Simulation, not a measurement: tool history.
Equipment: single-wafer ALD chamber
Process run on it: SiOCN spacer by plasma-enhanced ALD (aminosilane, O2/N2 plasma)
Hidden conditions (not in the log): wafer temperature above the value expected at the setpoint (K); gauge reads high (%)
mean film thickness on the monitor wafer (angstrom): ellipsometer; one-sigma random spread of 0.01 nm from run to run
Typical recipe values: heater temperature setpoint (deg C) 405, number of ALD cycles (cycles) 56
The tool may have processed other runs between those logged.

run	hour	heater temperature setpoint (deg C)	number of ALD cycles (cycles)	wafers since the last listed run	hours since the last thermocouple change	hours since the gauge calibration	read-back reference wafer on the same gauge, thickness_nm	mean film thickness on the monitor wafer (angstrom)
1	0	405	56	0	225.1	537.6	2.818	33.84
2	52.1	405	56	334	277.2	589.7	2.82	34.09
3	94	405	56	269	319.1	631.6	2.82	33.91
4	142.4	405	56	311	367.5	680	2.822	34.01
5	201.7	405	56	381	426.8	739.3	2.821	33.9
6	306.4	397	53	673	531.5	844	2.82	32.29
7	373.1	415	56	428	598.2	910.7	2.821	33.12
8	447.5	415	56	478	672.6	985.1	2.823	33.21
9	553	405	56	678	778.1	1090.6	2.819	34.16
10	621.6	405	56	440	846.7	1159.2	2.821	34.28
11	706.1	405	56	543	931.2	1243.7	2.82	34.12
# hour 767.5: gauge calibrated
12	775.3	417	47	444	1000.4	7.8	2.821	27.78
13	827.6	405	56	336	1052.7	60.1	2.816	34.24
14	889.9	418	49	400	1115	122.4	2.82	28.83
15	944.5	405	56	350	1169.6	177	2.82	34.13

What does the tool deliver on the next run?
# hour 988.3: thermocouple changed; heater temperature recalibrated
16	997.6	396	63	289	9.3	230.1	?	?

For run 16 the tool returned read-back reference wafer on the same gauge, thickness_nm 2.822, mean film thickness on the monitor wafer (angstrom) 38.5.
Without the tool's hidden state the same run would have given mean film thickness on the monitor wafer (angstrom) 38.5.
